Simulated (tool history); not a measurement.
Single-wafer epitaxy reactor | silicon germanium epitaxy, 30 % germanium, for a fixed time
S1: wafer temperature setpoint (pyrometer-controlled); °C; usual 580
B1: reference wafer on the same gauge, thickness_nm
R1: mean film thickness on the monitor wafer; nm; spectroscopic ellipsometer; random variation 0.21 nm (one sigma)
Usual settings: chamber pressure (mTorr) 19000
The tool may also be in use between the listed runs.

Run 1, hour 0.0: usual settings; B1 44.179. Result: R1 45.682 nm.
Run 2, hour 41.4: usual settings; B1 44.178. Result: R1 45.998 nm.
Run 3, hour 68.9: usual settings; B1 44.191. Result: R1 45.758 nm.
Run 4, hour 138.1: usual settings; B1 44.180. Result: R1 45.804 nm.
Run 5, hour 187.2: usual settings; B1 44.219. Result: R1 46.325 nm.
Run 6, hour 234.4: usual settings; B1 44.228. Result: R1 46.124 nm.
Run 7, hour 296.7: usual settings; B1 44.188. Result: R1 46.227 nm.
Run 8, hour 334.3: usual settings; B1 44.193. Result: R1 46.840 nm.
Run 9, hour 380.0: usual settings; B1 44.182. Result: R1 46.325 nm.
At hour 422.5: pyrometer calibrated.
Run 10, hour 423.0: usual settings but S1 594 °C, chamber pressure (mTorr) 15200; B1 44.200. Result: R1 53.199 nm.
At hour 434.3: capacitance manometer re-zeroed and calibrated.
Run 11, hour 443.2: usual settings but S1 572 °C, chamber pressure (mTorr) 16200; B1 44.216. Result: R1 34.080 nm.
Run 12, hour 508.3: usual settings; B1 44.158. Result: R1 42.446 nm.
Run 13, hour 560.9: usual settings but S1 590 °C, chamber pressure (mTorr) 14600; B1 44.187. Result: R1 48.888 nm.
At hour 579.8: showerhead replaced, of another model than before.
Run 14, hour 597.4: usual settings; B1 44.188. Result: R1 43.148 nm.
Run 15, hour 633.0: usual settings but S1 570 °C; B1 44.212. Result: R1 34.393 nm.
At hour 663.3: gauge calibrated.
Run 16, hour 670.1: usual settings but S1 590 °C, chamber pressure (mTorr) 14700; B1 44.197. Result: R1 51.236 nm.
Run 17, hour 733.5: usual settings; B1 44.221. Result: R1 43.027 nm.
Run 18, hour 774.1: usual settings but S1 571 °C, chamber pressure (mTorr) 14900; B1 44.187. Result: R1 34.020 nm.
Run 19, hour 837.8: usual settings but S1 567 °C, chamber pressure (mTorr) 14500; B1 44.197. Result: R1 31.046 nm.

3 ways to go on from here, each from the tool as it stands after run 19. What would each give?
Run A, hour 838.2: usual settings; B1 ?. Result: R1 ?.
Run B, hour 838.2: usual settings but S1 574 °C, chamber pressure (mTorr) 15700; B1 ?. Result: R1 ?.
Run C, hour 838.2: usual settings but S1 594 °C, chamber pressure (mTorr) 23000; B1 ?. Result: R1 ?.

run      B1      R1
  A  44.146  43.481
  B  44.146  36.770
  C  44.146  61.012
Without the tool's hidden state the same runs would have given:
run      R1
  A  42.605
  B  36.018
  C  59.828
